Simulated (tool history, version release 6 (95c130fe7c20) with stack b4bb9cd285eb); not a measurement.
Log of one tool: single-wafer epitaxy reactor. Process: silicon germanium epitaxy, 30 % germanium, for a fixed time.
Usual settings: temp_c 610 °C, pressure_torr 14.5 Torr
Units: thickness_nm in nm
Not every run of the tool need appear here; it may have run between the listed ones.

run    hour  temp_c  pressure_torr  wafers since the last listed run  hours since the last pyrometer calibration  hours since the last manometer calibration  hours since the showerhead was replaced  hours since the gauge calibration  read-back reference wafer on the same gauge, thickness_nm  thickness_nm
  1     0.0     610           14.5                                 0                                      1570.9                                      1506.3                                   5543.7                              837.0                                                     69.777        62.007
  2    28.8     610           14.5                               349                                      1599.7                                      1535.1                                   5572.5                              865.8                                                     69.825        62.093
  3    48.5     610           13.1                               239                                      1619.4                                      1554.8                                   5592.2                              885.5                                                     69.764        59.911
  4    73.6     610           13.1                               304                                      1644.5                                      1579.9                                   5617.3                              910.6                                                     69.751        60.339
  5   150.1     610           13.1                               929                                      1721.0                                      1656.4                                   5693.8                              987.1                                                     69.839        60.058
  6   171.3     610           14.5                               257                                      1742.2                                      1677.6                                   5715.0                             1008.3                                                     69.818        61.973
  7   184.0     610           14.5                               154                                      1754.9                                      1690.3                                   5727.7                             1021.0                                                     69.777        62.348
  8   212.4     610           14.5                               344                                      1783.3                                      1718.7                                   5756.1                             1049.4                                                     69.873        61.725
  9   297.5     601           14.5                              1033                                      1868.4                                      1803.8                                   5841.2                             1134.5                                                     69.738        52.849
      320.0  -- gauge calibrated
 10   397.0     610           14.5                              1208                                      1967.9                                      1903.3                                   5940.7                               77.0                                                     69.841        62.504
 11   431.2     610           12.9                               415                                      2002.1                                      1937.5                                   5974.9                              111.2                                                     69.780        60.068
 12   446.8     610           12.9                               189                                      2017.7                                      1953.1                                   5990.5                              126.8                                                     69.781        59.641
 13   475.8     610           12.9                               352                                      2046.7                                      1982.1                                   6019.5                              155.8                                                     69.703        59.654
 14   496.6     617           14.5                               252                                      2067.5                                      2002.9                                   6040.3                              176.6                                                     69.781        70.681
      529.4  -- capacitance manometer re-zeroed and calibrated
 15   531.0     610           14.5                               320                                      2101.9                                         1.6                                   6074.7                              211.0                                                     69.843        62.475
 16   565.1     610           15.6                               414                                      2136.0                                        35.7                                   6108.8                              245.1                                                     69.913        63.761
 17   590.3     610           15.6                               306                                      2161.2                                        60.9                                   6134.0                              270.3                                                     69.878        64.146
 18   615.0     610           11.3                               300                                      2185.9                                        85.6                                   6158.7                              295.0                                                     69.782        57.341
      626.1  -- showerhead replaced
 19   637.3     606           17.9                               173                                      2208.2                                       107.9                                     11.2                              317.3                                                     69.789        61.902
 20   672.0     610           11.3                               421                                      2242.9                                       142.6                                     45.9                              352.0                                                     69.807        57.716
 21   702.7     616           12.0                               372                                      2273.6                                       173.3                                     76.6                              382.7                                                     69.789        64.961
      721.4  -- pyrometer calibrated
 22   736.2     600           13.6                               309                                        14.8                                       206.8                                    110.1                              416.2                                                     69.840        50.363
 23   751.2     598           17.9                               182                                        29.8                                       221.8                                    125.1                              431.2                                                     69.781        53.497
 24   782.9     615           14.5                               385                                        61.5                                       253.5                                    156.8                              462.9                                                     69.769        68.181
 25   813.3     610           14.5                               369                                        91.9                                       283.9                                    187.2                              493.3                                                     69.828        62.020
 26   833.0     600           15.5                               239                                       111.6                                       303.6                                    206.9                              513.0                                                     69.878        52.781
 27   855.1     610           14.5                               268                                       133.7                                       325.7                                    229.0                              535.1                                                     69.840        61.993
 28   874.7     618           15.5                               238                                       153.3                                       345.3                                    248.6                              554.7                                                     69.730        73.337
 29   889.2     610           14.5                               176                                       167.8                                       359.8                                    263.1                              569.2                                                     69.800        61.722
 30   920.2     610           14.5                               376                                       198.8                                       390.8                                    294.1                              600.2                                                     69.757        62.448
 31   951.8     610           14.5                               383                                       230.4                                       422.4                                    325.7                              631.8                                                     69.880        62.206
 32   983.7     616           16.3                               387                                       262.3                                       454.3                                    357.6                              663.7                                                     69.864        72.050
 33  1018.5     602           12.6                               422                                       297.1                                       489.1                                    392.4                              698.5                                                     69.782        50.796
 34  1050.1     619           17.4                               383                                       328.7                                       520.7                                    424.0                              730.1                                                     69.793        77.567

Across each entry between runs, compare the hidden state at the last listed run before it with the hidden state at the first listed run after it:
Logged between run 9 and run 10: gauge calibrated (hour 320.0)
  no hidden state differs between the two runs
Logged between run 14 and run 15: capacitance manometer re-zeroed and calibrated (hour 529.4)
  no hidden state differs between the two runs
Logged between run 18 and run 19: showerhead replaced (hour 626.1)
  no hidden state differs between the two runs
Logged between run 21 and run 22: pyrometer calibrated (hour 721.4)
  no hidden state differs between the two runs

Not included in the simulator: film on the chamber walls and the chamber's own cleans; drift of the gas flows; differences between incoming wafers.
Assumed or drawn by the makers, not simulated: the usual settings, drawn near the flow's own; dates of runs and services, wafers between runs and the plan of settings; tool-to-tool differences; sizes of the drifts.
